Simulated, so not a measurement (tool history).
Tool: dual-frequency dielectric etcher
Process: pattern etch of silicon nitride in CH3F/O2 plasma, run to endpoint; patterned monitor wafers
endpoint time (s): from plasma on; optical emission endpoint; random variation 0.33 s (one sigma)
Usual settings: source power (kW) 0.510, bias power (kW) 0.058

| run | hour | source power (kW) | bias power (kW) | incoming incoming film thickness, nm | endpoint time (s) |
|---|---|---|---|---|---|
| 1 | 0.0 | 0.510 | 0.058 | 91.9 | 101.8 |
|  | 23.0 | wet clean of the chamber |
| 2 | 23.5 | 0.410 | 0.051 | 91.2 | 118.1 |
| 3 | 38.6 | 0.410 | 0.051 | 90.7 | 117.3 |
| 4 | 59.2 | 0.440 | 0.047 | 91.4 | 118.0 |
| 5 | 79.4 | 0.440 | 0.047 | 92.1 | 118.3 |
| 6 | 97.7 | 0.510 | 0.065 | 91.5 | 99.8 |
| 7 | 120.0 | 0.510 | 0.058 | 91.0 | 102.5 |
| 8 | 135.7 | 0.450 | 0.047 | 90.7 | 115.2 |
| 9 | 204.4 | 0.510 | 0.058 | 91.1 | 102.6 |
| 10 | 238.9 | 0.510 | 0.058 | 91.2 | 102.9 |
|  | 296.7 | upper electrode replaced |
| 11 | 297.2 | 0.510 | 0.058 | 91.3 | 102.1 |
| 12 | 297.6 | 0.510 | 0.055 | 90.7 | 102.7 |
| 13 | 312.9 | 0.510 | 0.051 | 91.9 | 106.3 |
| 14 | 326.0 | 0.510 | 0.058 | 90.9 | 101.5 |
|  | 331.6 | bias power generator calibrated |
| 15 | 342.4 | 0.510 | 0.058 | 91.5 | 102.2 |
| 16 | 356.7 | 0.610 | 0.045 | 91.4 | 101.6 |
| 17 | 376.0 | 0.590 | 0.052 | 91.2 | 98.8 |
| 18 | 392.5 | 0.410 | 0.071 | 91.6 | 104.4 |
| 19 | 420.1 | 0.640 | 0.046 | 91.6 | 98.5 |
| 20 | 445.1 | 0.510 | 0.065 | 91.1 | 97.2 |
|  | 451.8 | source power generator calibrated |
| 21 | 475.0 | 0.480 | 0.058 | 91.2 | 104.0 |
|  | 504.8 | wet clean of the chamber |
| 22 | 506.7 | 0.460 | 0.063 | 91.0 | 104.5 |
| 23 | 527.6 | 0.480 | 0.058 | 91.4 | 106.1 |
| 24 | 554.7 | 0.630 | 0.058 | 92.1 | 95.3 |
| 25 | 583.8 | 0.390 | 0.058 | 91.4 | 115.5 |
| 26 | 610.9 | 0.510 | 0.058 | 90.5 | 101.4 |
| 27 | 638.9 | 0.510 | 0.058 | 90.5 | 101.9 |
| 28 | 656.6 | 0.640 | 0.071 | 92.7 | 89.0 |
| 29 | 680.5 | 0.420 | 0.070 | 90.9 | 103.8 |

3 ways to go on from here, each from the tool as it stands after run 29. What would each give?
| A | 681.0 | 0.620 | 0.058 | 91.1 | ? |
| B | 681.0 | 0.390 | 0.068 | 91.1 | ? |
| C | 681.0 | 0.510 | 0.068 | 91.1 | ? |

| run | endpoint time (s) |
|---|---|
| A | 94.1 |
| B | 108.5 |
| C | 97.1 |
Without the tool's hidden state the same runs would have given:
| run | endpoint time (s) |
|---|---|
| A | 95.2 |
| B | 109.8 |
| C | 98.2 |

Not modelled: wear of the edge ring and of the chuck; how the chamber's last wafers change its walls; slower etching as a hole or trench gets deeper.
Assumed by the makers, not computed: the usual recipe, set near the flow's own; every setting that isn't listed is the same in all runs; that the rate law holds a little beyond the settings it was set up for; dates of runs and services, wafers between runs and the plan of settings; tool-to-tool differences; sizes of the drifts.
